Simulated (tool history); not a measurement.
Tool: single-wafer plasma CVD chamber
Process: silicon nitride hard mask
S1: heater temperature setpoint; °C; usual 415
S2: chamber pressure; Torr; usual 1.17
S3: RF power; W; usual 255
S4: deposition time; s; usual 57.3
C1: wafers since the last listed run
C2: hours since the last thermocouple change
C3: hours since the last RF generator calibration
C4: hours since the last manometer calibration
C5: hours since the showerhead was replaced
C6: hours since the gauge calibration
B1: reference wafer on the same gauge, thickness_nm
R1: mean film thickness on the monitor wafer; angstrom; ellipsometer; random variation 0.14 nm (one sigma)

| run | hour | S1 | S2 | S3 | S4 | C1 | C2 | C3 | C4 | C5 | C6 | B1 | R1 |
|---|---|---|---|---|---|---|---|---|---|---|---|---|---|
| 1 | 0 | 415 | 1.17 | 275 | 57.3 | 0 | 2739.3 | 1242.1 | 2511.6 | 4944 | 135.5 | 51.703 | 538.31 |
| 2 | 14 | 415 | 1.17 | 275 | 57.3 | 200 | 2753.3 | 1256.1 | 2525.6 | 4958 | 149.5 | 51.672 | 539.39 |
| 3 | 31.6 | 415 | 1.17 | 255 | 61 | 251 | 2770.9 | 1273.7 | 2543.2 | 4975.6 | 167.1 | 51.762 | 533.23 |
| 4 | 39.7 | 415 | 1.17 | 255 | 61 | 115 | 2779 | 1281.8 | 2551.3 | 4983.7 | 175.2 | 51.711 | 532.07 |
| 5 | 50.1 | 415 | 1.17 | 255 | 61 | 148 | 2789.4 | 1292.2 | 2561.7 | 4994.1 | 185.6 | 51.701 | 529.56 |
|  | 64.6 | capacitance manometer re-zeroed and calibrated |
| 6 | 65.1 | 415 | 1.17 | 240 | 57.3 | 100 | 2804.4 | 1307.2 | 0.5 | 5009.1 | 200.6 | 51.703 | 468.32 |
|  | 90.3 | gauge calibrated |
|  | 94 | thermocouple changed; heater temperature recalibrated |
|  | 114.1 | showerhead replaced |
| 7 | 114.6 | 415 | 1.17 | 240 | 57.3 | 479 | 20.6 | 1356.7 | 50 | 0.5 | 24.3 | 51.713 | 467.79 |
| 8 | 121.5 | 415 | 1.45 | 255 | 57.3 | 98 | 27.5 | 1363.6 | 56.9 | 7.4 | 31.2 | 51.715 | 527.14 |
| 9 | 128.1 | 401 | 1.09 | 210 | 46.9 | 94 | 34.1 | 1370.2 | 63.5 | 14 | 37.8 | 51.708 | 324.89 |
| 10 | 138.3 | 415 | 1.17 | 255 | 57.3 | 145 | 44.3 | 1380.4 | 73.7 | 24.2 | 48 | 51.675 | 495.12 |
|  | 147.5 | RF generator calibrated |
| 11 | 154 | 405 | 0.94 | 270 | 47.3 | 110 | 60 | 6.5 | 89.4 | 39.9 | 63.7 | 51.661 | 444.8 |
| 12 | 168.8 | 415 | 1.17 | 255 | 57.3 | 211 | 74.8 | 21.3 | 104.2 | 54.7 | 78.5 | 51.669 | 544.69 |
| 13 | 185.9 | 424 | 1.3 | 255 | 57.3 | 244 | 91.9 | 38.4 | 121.3 | 71.8 | 95.6 | 51.717 | 556.72 |
| 14 | 199.4 | 415 | 1.17 | 255 | 61 | 193 | 105.4 | 51.9 | 134.8 | 85.3 | 109.1 | 51.696 | 580 |
| 15 | 215 | 405 | 1.17 | 255 | 57.3 | 223 | 121 | 67.5 | 150.4 | 100.9 | 124.7 | 51.734 | 542.94 |

Hidden state or all else? Some run-to-run changes of R1, split into what the settings, what came in and random variation would give without the hidden state, and what is left for the hidden state (with any gauge scatter that isn't in both results):
The hidden state here: wafer temperature above the value expected at the setpoint (K); delivered RF power above the setpoint (%); true pressure above the setpoint (%); gauge reads high (%).
Run 8 -> 9: S1 415 -> 401, S2 1.45 -> 1.09, S3 255 -> 210, S4 57.3 -> 46.9. R1 -202.25 angstrom: hidden state +16.56, all else -218.81.
Run 10 -> 11: S1 415 -> 405, S2 1.17 -> 0.94, S3 255 -> 270, S4 57.3 -> 47.3, RF generator calibrated. R1 -50.32 angstrom: hidden state +47.48, all else -97.8.

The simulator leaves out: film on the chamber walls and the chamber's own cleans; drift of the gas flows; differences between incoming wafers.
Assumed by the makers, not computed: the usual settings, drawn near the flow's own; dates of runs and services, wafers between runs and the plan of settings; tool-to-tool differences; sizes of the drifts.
